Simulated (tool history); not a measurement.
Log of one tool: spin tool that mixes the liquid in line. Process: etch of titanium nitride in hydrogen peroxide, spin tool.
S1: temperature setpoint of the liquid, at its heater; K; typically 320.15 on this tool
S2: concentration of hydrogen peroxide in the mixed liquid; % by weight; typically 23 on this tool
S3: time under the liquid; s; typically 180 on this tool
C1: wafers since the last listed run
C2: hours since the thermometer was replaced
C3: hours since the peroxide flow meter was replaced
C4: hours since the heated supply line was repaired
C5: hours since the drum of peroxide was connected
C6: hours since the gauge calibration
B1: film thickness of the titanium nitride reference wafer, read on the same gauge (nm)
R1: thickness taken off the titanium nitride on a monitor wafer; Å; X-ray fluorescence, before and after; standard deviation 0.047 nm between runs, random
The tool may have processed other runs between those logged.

run	hour	S1	S2	S3	C1	C2	C3	C4	C5	C6	B1	R1
1	0	320.15	23	180	0	1391.7	380	531.3	219.7	785.8	80.021	58.5
2	16.4	320.15	23	180	153	1408.1	396.4	547.7	236.1	802.2	80.004	57.43
3	42	320.15	23	180	239	1433.7	422	573.3	261.7	827.8	80.068	56.63
4	70.4	320.15	25	180	265	1462.1	450.4	601.7	290.1	856.2	80.007	58.88
5	88.3	320.15	23	95	167	1480	468.3	619.6	308	874.1	79.963	30.04
6	100.4	320.15	23	180	112	1492.1	480.4	631.7	320.1	886.2	80.037	57.66
7	123.8	320.15	23	180	218	1515.5	503.8	655.1	343.5	909.6	79.985	58.08
8	147.6	320.15	23	180	222	1539.3	527.6	678.9	367.3	933.4	80.006	57.29
9	182.6	325.15	23	180	326	1574.3	562.6	713.9	402.3	968.4	80.041	83.15
10	210.3	313.65	19	270	258	1602	590.3	741.6	430	996.1	80.052	52.26
# hour 211.6: gauge calibrated
11	230.5	320.15	23	180	188	1622.2	610.5	761.8	450.2	18.9	79.972	58.32
# hour 231.6: heated supply line repaired
# hour 251.6: thermometer replaced
12	252.1	320.15	23	180	183	0.5	632.1	20.5	471.8	40.5	79.976	63.46
13	277.8	320.15	23	180	240	26.2	657.8	46.2	497.5	66.2	80.021	65.06
14	292.8	314.65	21	275	140	41.2	672.8	61.2	512.5	81.2	80.03	64.69
15	322.9	315.65	17	180	281	71.3	702.9	91.3	542.6	111.3	79.982	43.49
16	397	320.15	23	180	692	145.4	777	165.4	616.7	185.4	79.99	64.97
# hour 423.8: peroxide flow meter replaced
17	425.9	320.15	23	180	260	174.3	2.1	194.3	645.6	214.3	79.958	64.41
# hour 454.5: new drum of peroxide connected
18	458.3	320.15	18.5	240	293	206.7	34.5	226.7	3.8	246.7	80.068	83.29
# hour 459.9: thermometer replaced, repeated, since the last time left the tool worse
19	471.2	323.65	25.5	210	111	11.3	47.4	239.6	16.7	259.6	80.022	79.98
20	494.6	329.65	25.5	210	218	34.7	70.8	263	40.1	283	79.968	122.27
21	508.7	328.15	23	180	131	48.8	84.9	277.1	54.2	297.1	79.988	92.21
22	545.2	320.15	23	100	340	85.3	121.4	313.6	90.7	333.6	80.024	29.62
23	574.3	320.15	23	180	271	114.4	150.5	342.7	119.8	362.7	79.985	53.06
24	600.3	323.65	18	280	242	140.4	176.5	368.7	145.8	388.7	80.035	98.96
25	622.7	320.15	28	125	209	162.8	198.9	391.1	168.2	411.1	80.012	38.08
26	724.7	316.15	23	235	952	264.8	300.9	493.1	270.2	513.1	80.061	51.5

Forecast each of these 3 alternatives for the next run:
A	725.2	313.65	23	180	4	265.3	301.4	493.6	270.7	513.6	?	?
B	725.2	316.15	17.5	180	4	265.3	301.4	493.6	270.7	513.6	?	?
C	725.2	320.15	23	105	4	265.3	301.4	493.6	270.7	513.6	?	?

run	B1	R1
A	79.981	32.47
B	79.981	37.02
C	79.981	30.82
Without the tool's unlogged condition, the same runs would have read:
run	R1
A	31.28
B	35.68
C	29.73
